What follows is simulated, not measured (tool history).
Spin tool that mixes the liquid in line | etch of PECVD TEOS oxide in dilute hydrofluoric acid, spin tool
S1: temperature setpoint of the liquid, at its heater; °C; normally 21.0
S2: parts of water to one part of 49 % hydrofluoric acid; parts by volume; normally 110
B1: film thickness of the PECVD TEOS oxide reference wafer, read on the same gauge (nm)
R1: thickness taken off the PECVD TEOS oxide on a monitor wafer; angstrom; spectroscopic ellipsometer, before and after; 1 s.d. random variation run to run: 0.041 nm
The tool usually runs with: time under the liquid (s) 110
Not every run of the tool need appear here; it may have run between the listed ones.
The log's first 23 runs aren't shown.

{"run": 24, "hour": 1166.9, "S1": 21.0, "S2": 110, "time under the liquid (s)": 110, "B1": 119.98, "R1": 75.3}
{"run": 25, "hour": 1226.1, "S1": 18.0, "S2": 145, "time under the liquid (s)": 60, "B1": 120.01, "R1": 26.7}
{"run": 26, "hour": 1286.4, "S1": 21.0, "S2": 110, "time under the liquid (s)": 90, "B1": 119.94, "R1": 61.9}
{"run": 27, "hour": 1311.7, "S1": 21.0, "S2": 110, "time under the liquid (s)": 110, "B1": 119.94, "R1": 74.8}
{"run": 28, "hour": 1386.6, "S1": 21.0, "S2": 110, "time under the liquid (s)": 110, "B1": 119.99, "R1": 75.7}
{"run": 29, "hour": 1453.7, "S1": 21.0, "S2": 60, "time under the liquid (s)": 90, "B1": 119.98, "R1": 121.4}
{"run": 30, "hour": 1487.4, "S1": 21.0, "S2": 110, "time under the liquid (s)": 110, "B1": 120.03, "R1": 76.0}
{"run": 31, "hour": 1528.2, "S1": 25.5, "S2": 110, "time under the liquid (s)": 70, "B1": 120.03, "R1": 58.8}
{"run": 32, "hour": 1575.7, "S1": 22.5, "S2": 60, "time under the liquid (s)": 110, "B1": 119.96, "R1": 159.7}

Forecast each of these 5 alternatives for the next run:
{"run": "A", "hour": 1576.1, "S1": 21.0, "S2": 110, "time under the liquid (s)": 110, "B1": "?", "R1": "?"}
{"run": "B", "hour": 1576.1, "S1": 18.0, "S2": 155, "time under the liquid (s)": 110, "B1": "?", "R1": "?"}
{"run": "C", "hour": 1576.1, "S1": 24.0, "S2": 110, "time under the liquid (s)": 130, "B1": "?", "R1": "?"}
{"run": "D", "hour": 1576.1, "S1": 24.5, "S2": 75, "time under the liquid (s)": 110, "B1": "?", "R1": "?"}
{"run": "E", "hour": 1576.1, "S1": 17.5, "S2": 125, "time under the liquid (s)": 60, "B1": "?", "R1": "?"}

run=A B1=120.02 R1=76.8
run=B B1=120.02 R1=46.1
run=C B1=120.02 R1=102.3
run=D B1=120.02 R1=135.3
run=E B1=120.02 R1=31.5
What these runs would have given with no unlogged condition in the tool:
run=A R1=72.8
run=B R1=43.7
run=C R1=97.0
run=D R1=128.3
run=E R1=29.8

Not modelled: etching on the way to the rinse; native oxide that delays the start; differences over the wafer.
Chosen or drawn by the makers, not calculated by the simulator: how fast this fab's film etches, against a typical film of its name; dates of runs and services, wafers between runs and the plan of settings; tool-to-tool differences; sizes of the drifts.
